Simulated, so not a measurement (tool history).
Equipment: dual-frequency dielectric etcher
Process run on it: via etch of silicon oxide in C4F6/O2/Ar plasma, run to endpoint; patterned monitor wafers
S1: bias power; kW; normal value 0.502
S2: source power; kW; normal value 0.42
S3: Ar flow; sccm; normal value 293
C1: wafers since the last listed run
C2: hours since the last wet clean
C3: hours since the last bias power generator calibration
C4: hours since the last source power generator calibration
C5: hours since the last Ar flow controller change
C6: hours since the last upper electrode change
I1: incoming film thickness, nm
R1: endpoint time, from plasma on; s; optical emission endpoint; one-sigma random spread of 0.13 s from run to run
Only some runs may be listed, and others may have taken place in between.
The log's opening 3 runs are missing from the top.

run   hour     S1    S2   S3   C1     C2      C3      C4      C5      C6     I1    R1
  4   29.2  0.502  0.46  293   85    485  4567.4  4352.7  2089.8  4804.9  100.6  18.6
      43.1  -- bias power generator calibrated
      53.6  -- wet clean of the chamber
      67.9  -- upper electrode replaced, of another model than before
  5   68.4  0.502  0.42  293   91   14.8    25.3  4391.9    2129     0.5  101.1  20.9
  6   68.7  0.502  0.42  293    2   15.1    25.6  4392.2  2129.3     0.8  100.6  20.4
  7     72  0.502  0.42  319   28   18.4    28.9  4395.5  2132.6     4.1  100.6  20.5
  8   81.6  0.502  0.42  293   84     28    38.5  4405.1  2142.2    13.7    102  20.9
  9   93.5  0.502  0.42  348  104   39.9    50.4    4417  2154.1    25.6  100.2  20.5
 10    110  0.502  0.42  348  144   56.4    66.9  4433.5  2170.6    42.1   99.9  20.5
 11  116.4  0.572  0.39  255   56   62.8    73.3  4439.9    2177    48.5   99.7  19.2
 12  132.7  0.608   0.5  263  143   79.1    89.6  4456.2  2193.3    64.8  100.7  17.8
     146.9  -- source power generator calibrated
 13  147.4  0.502  0.37  322   93   93.8   104.3     0.5    2208    79.5   99.1  20.5
 14  162.4  0.383   0.5  293  131  108.8   119.3    15.5    2223    94.5  101.2  22.3
 15  173.5  0.425  0.48  267   97  119.9   130.4    26.6  2234.1   105.6  100.1    21
 16  185.4  0.502  0.42  293  104  131.8   142.3    38.5    2246   117.5  100.8  20.5
 17  191.9  0.502  0.42  293   57  138.3   148.8      45  2252.5     124  101.7  20.5
     201.3  -- Ar flow controller replaced
 18  206.8  0.447  0.35  256   78  153.2   163.7    59.9     5.5   138.9    101  22.1
 19    218  0.502  0.42  293   98  164.4   174.9    71.1    16.7   150.1  100.5  20.2
 20  233.4  0.465  0.32  293  135  179.8   190.3    86.5    32.1   165.5  100.4  21.9
 21    240  0.604  0.51  313   57  186.4   196.9    93.1    38.7   172.1  100.4  17.8
 22  249.3  0.429  0.42  259   81  195.7   206.2   102.4      48   181.4    101  21.3
 23  265.2  0.394  0.35  221  139  211.6   222.1   118.3    63.9   197.3   99.8  22.6

What will run 24 give?
 24  274.4  0.502  0.42  293  80  220.8  231.3  127.5  73.1  206.5  101.1   ?

R1: 20.2 s
With the hidden condition absent and the run-to-run variation left alone, this run would have shown R1 20.8 s.
